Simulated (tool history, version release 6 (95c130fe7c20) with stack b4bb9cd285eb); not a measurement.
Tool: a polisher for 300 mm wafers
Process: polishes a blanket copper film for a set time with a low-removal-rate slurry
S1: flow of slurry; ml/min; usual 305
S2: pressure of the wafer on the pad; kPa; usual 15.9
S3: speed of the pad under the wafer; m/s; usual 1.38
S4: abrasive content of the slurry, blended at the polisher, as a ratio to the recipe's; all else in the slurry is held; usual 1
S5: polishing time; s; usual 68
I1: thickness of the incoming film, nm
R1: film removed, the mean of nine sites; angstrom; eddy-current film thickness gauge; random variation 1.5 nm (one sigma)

run	day	S1	S2	S3	S4	S5	I1	R1
1	0	305	15.9	1.66	1	68	1492	2317
2	2.046	305	15.9	1.38	1	68	1479.4	1917
3	4.954	305	15.9	1.38	1	68	1503.9	1902
# day 8.7: slurry nozzle cleaned
4	9.329	305	15.9	1.38	1	68	1508.3	1931
# day 10.462: slurry blender recalibrated
5	11.108	305	15.9	1.38	1	68	1478.7	1916
# day 13.142: worn pad replaced by a new one
6	15.146	305	15.9	1.38	1	68	1476.5	1927
7	17.204	305	15.9	1.38	1	68	1512.4	1947
8	20.746	305	15.9	1.38	1	68	1492.4	1896
9	22.375	305	15.9	1.38	1	68	1502	1911
10	25.025	305	15.9	1.38	1	82	1486.6	2315
# day 26.546: head pressure recalibrated
11	27.558	305	12.4	1.38	1	68	1466.3	1499
12	30.2	355	21.4	1.7	1	59	1496.1	2791
13	31.925	305	15.9	1.38	1	68	1481.2	1918
# day 33.188: slurry nozzle cleaned
14	33.792	305	20.7	1.38	1.3	68	1491.4	2607
# day 34.821: slurry blender recalibrated
15	36.562	395	17.9	1.38	1	57	1486.1	1844
16	39.188	305	15.9	1.56	1.2	68	1487	2219
# day 39.396: worn pad replaced by a new one
17	42.583	305	15.9	1.38	0.75	68	1500.4	1844
18	54.108	275	14.5	1.56	1	68	1494.9	1946
19	55.633	305	15.9	1.38	1	68	1500.1	1933
20	59.7	305	17.9	1.38	1	68	1512.1	2161
# day 60.383: slurry blender recalibrated
# day 61.546: slurry nozzle cleaned
21	63.138	305	15.9	1.38	1	68	1474.3	1929
# day 64.108: worn pad replaced by a new one
22	64.871	305	15.9	1.38	1	68	1507.5	1944
23	66.479	350	15.9	1.18	1	45	1484.1	1105
24	68.262	350	15.9	1.38	1	68	1480.1	1969
25	70.679	305	15.9	1.38	1	68	1506	1912
26	73.55	205	15.9	1.38	1	75	1463.3	2050
# day 75.567: head pressure recalibrated
27	75.588	210	20.7	1.78	1	47	1493.9	2142
28	83.112	395	17.9	1.38	1	57	1476.5	1848
# day 84.454: slurry blender recalibrated
# day 86.396: slurry nozzle cleaned
29	87.492	305	15.9	1.38	1.2	68	1511.2	1982
# day 88.712: worn pad replaced by a new one
30	89.325	305	15.9	1.38	1	68	1505.3	1915

4 ways to go on from here, each from the tool as it stands after run 30. What would each give?
A	89.342	305	15.9	1.38	1	68	1507.1	?
B	89.342	305	15.9	1.38	1.2	54	1507.1	?
C	89.342	245	15.9	1.38	1	68	1507.1	?
D	89.342	260	15.9	1.58	1.1	89	1507.1	?

run	R1
A	1919
B	1570
C	1881
D	2879
Without the tool's hidden state the same runs would have given:
run	R1
A	1919
B	1570
C	1881
D	2879
